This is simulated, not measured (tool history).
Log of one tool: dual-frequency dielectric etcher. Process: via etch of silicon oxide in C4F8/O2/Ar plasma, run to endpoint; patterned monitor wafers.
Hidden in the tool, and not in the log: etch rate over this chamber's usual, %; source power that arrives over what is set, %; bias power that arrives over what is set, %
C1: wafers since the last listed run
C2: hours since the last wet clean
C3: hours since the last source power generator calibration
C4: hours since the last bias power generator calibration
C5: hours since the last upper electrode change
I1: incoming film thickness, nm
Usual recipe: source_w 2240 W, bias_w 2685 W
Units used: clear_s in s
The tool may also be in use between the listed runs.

Run 1, hour 0: usual settings; C1 0; C2 83.3; C3 3892.1; C4 2455.7; C5 4456.2; I1 1859.1. Result: clear_s 307.3 s.
Run 2, hour 9.6: usual settings; C1 29; C2 92.9; C3 3901.7; C4 2465.3; C5 4465.8; I1 1870.6. Result: clear_s 308.9 s.
Run 3, hour 26.8: usual settings; C1 52; C2 110.1; C3 3918.9; C4 2482.5; C5 4483; I1 1849.5. Result: clear_s 304.7 s.
Run 4, hour 33.6: usual settings; C1 20; C2 116.9; C3 3925.7; C4 2489.3; C5 4489.8; I1 1868.6. Result: clear_s 308.4 s.
Run 5, hour 40.6: usual settings; C1 21; C2 123.9; C3 3932.7; C4 2496.3; C5 4496.8; I1 1861.2. Result: clear_s 308.1 s.
Run 6, hour 88.1: usual settings; C1 145; C2 171.4; C3 3980.2; C4 2543.8; C5 4544.3; I1 1863.4. Result: clear_s 306.6 s.
Run 7, hour 102.9: usual settings; C1 45; C2 186.2; C3 3995; C4 2558.6; C5 4559.1; I1 1871.3. Result: clear_s 307.8 s.
Run 8, hour 135.9: usual settings but source_w 1920 W; C1 101; C2 219.2; C3 4028; C4 2591.6; C5 4592.1; I1 1859.1. Result: clear_s 321.3 s.
Run 9, hour 151.6: usual settings but source_w 1920 W; C1 48; C2 234.9; C3 4043.7; C4 2607.3; C5 4607.8; I1 1862.1. Result: clear_s 322.5 s.
Run 10, hour 165.7: usual settings; C1 43; C2 249; C3 4057.8; C4 2621.4; C5 4621.9; I1 1861.1. Result: clear_s 303.4 s.
Run 11, hour 178.3: usual settings; C1 38; C2 261.6; C3 4070.4; C4 2634; C5 4634.5; I1 1867.8. Result: clear_s 302.6 s.
Run 12, hour 192.6: usual settings but source_w 2450 W; C1 43; C2 275.9; C3 4084.7; C4 2648.3; C5 4648.8; I1 1869.1. Result: clear_s 293.4 s.
Run 13, hour 200.3: usual settings but source_w 2450 W; C1 23; C2 283.6; C3 4092.4; C4 2656; C5 4656.5; I1 1874.8. Result: clear_s 296.4 s.
Run 14, hour 213.2: usual settings but source_w 2450 W; C1 39; C2 296.5; C3 4105.3; C4 2668.9; C5 4669.4; I1 1868.4. Result: clear_s 295.6 s.
Run 15, hour 221.8: usual settings; C1 26; C2 305.1; C3 4113.9; C4 2677.5; C5 4678; I1 1883.4. Result: clear_s 306.4 s.
Run 16, hour 235.1: usual settings; C1 40; C2 318.4; C3 4127.2; C4 2690.8; C5 4691.3; I1 1862.5. Result: clear_s 302.3 s.
Run 17, hour 252.5: usual settings but source_w 1730 W, bias_w 2362 W; C1 53; C2 335.8; C3 4144.6; C4 2708.2; C5 4708.7; I1 1876.5. Result: clear_s 341 s.
At hour 267.7: source power generator calibrated.
Run 18, hour 268.2: usual settings but source_w 2450 W; C1 35; C2 351.5; C3 0.5; C4 2723.9; C5 4724.4; I1 1867.3. Result: clear_s 291.8 s.
Run 19, hour 281.4: usual settings but source_w 2030 W; C1 40; C2 364.7; C3 13.7; C4 2737.1; C5 4737.6; I1 1870.1. Result: clear_s 311.9 s.
Run 20, hour 292.9: usual settings; C1 35; C2 376.2; C3 25.2; C4 2748.6; C5 4749.1; I1 1863.9. Result: clear_s 300.7 s.
At hour 318.9: wet clean of the chamber.
At hour 339: upper electrode replaced.
Run 21, hour 339.5: usual settings; C1 7; C2 20.6; C3 71.8; C4 2795.2; C5 0.5; I1 1869.2. Result: clear_s 311.3 s.
Run 22, hour 339.9: usual settings but source_w 1880 W, bias_w 2348 W; C1 1; C2 21; C3 72.2; C4 2795.6; C5 0.9; I1 1863.3. Result: clear_s 339.6 s.
Run 23, hour 340.3: usual settings but source_w 1880 W, bias_w 2480 W; C1 1; C2 21.4; C3 72.6; C4 2796; C5 1.3; I1 1866. Result: clear_s 336.7 s.
At hour 350.8: bias power generator calibrated.
Run 24, hour 351.3: usual settings but source_w 2530 W, bias_w 2939 W; C1 21; C2 32.4; C3 83.6; C4 0.5; C5 12.3; I1 1858.1. Result: clear_s 290.8 s.
Run 25, hour 359.2: usual settings but source_w 1920 W; C1 24; C2 40.3; C3 91.5; C4 8.4; C5 20.2; I1 1871. Result: clear_s 329.9 s.
Run 26, hour 365.4: usual settings but bias_w 2260 W; C1 18; C2 46.5; C3 97.7; C4 14.6; C5 26.4; I1 1865.8. Result: clear_s 319.1 s.
Run 27, hour 380.6: usual settings but bias_w 2114 W; C1 46; C2 61.7; C3 112.9; C4 29.8; C5 41.6; I1 1871.2. Result: clear_s 325 s.
Run 28, hour 397.4: usual settings but source_w 1690 W; C1 51; C2 78.5; C3 129.7; C4 46.6; C5 58.4; I1 1851.2. Result: clear_s 340.9 s.
Run 29, hour 414.8: usual settings but source_w 2460 W, bias_w 2413 W; C1 53; C2 95.9; C3 147.1; C4 64; C5 75.8; I1 1859.2. Result: clear_s 302.3 s.
Run 30, hour 427.4: usual settings but bias_w 3144 W; C1 38; C2 108.5; C3 159.7; C4 76.6; C5 88.4; I1 1860. Result: clear_s 299 s.
Run 31, hour 433.6: usual settings; C1 18; C2 114.7; C3 165.9; C4 82.8; C5 94.6; I1 1881.5. Result: clear_s 310.2 s.
Run 32, hour 446.2: usual settings but source_w 1850 W, bias_w 3343 W; C1 38; C2 127.3; C3 178.5; C4 95.4; C5 107.2; I1 1886.5. Result: clear_s 320.4 s.

Each row is a separate what-if for the run after 32, all from the same tool condition, not one after another. Results?
Run A, hour 446.7: usual settings; C1 1; C2 127.8; C3 179; C4 95.9; C5 107.7; I1 1866.5. Result: clear_s ?.
Run B, hour 446.7: usual settings but source_w 2760 W, bias_w 3286 W; C1 1; C2 127.8; C3 179; C4 95.9; C5 107.7; I1 1866.5. Result: clear_s ?.
Run C, hour 446.7: usual settings but source_w 2010 W, bias_w 2321 W; C1 1; C2 127.8; C3 179; C4 95.9; C5 107.7; I1 1866.5. Result: clear_s ?.
Run D, hour 446.7: usual settings but source_w 2010 W, bias_w 2213 W; C1 1; C2 127.8; C3 179; C4 95.9; C5 107.7; I1 1866.5. Result: clear_s ?.

run  clear_s
  A    308.7
  B      275
  C    329.6
  D    332.3
Stripped of hidden state, with their random variation kept, the same runs would have yielded:
run  clear_s
  A    312.5
  B    278.4
  C    333.7
  D    336.4

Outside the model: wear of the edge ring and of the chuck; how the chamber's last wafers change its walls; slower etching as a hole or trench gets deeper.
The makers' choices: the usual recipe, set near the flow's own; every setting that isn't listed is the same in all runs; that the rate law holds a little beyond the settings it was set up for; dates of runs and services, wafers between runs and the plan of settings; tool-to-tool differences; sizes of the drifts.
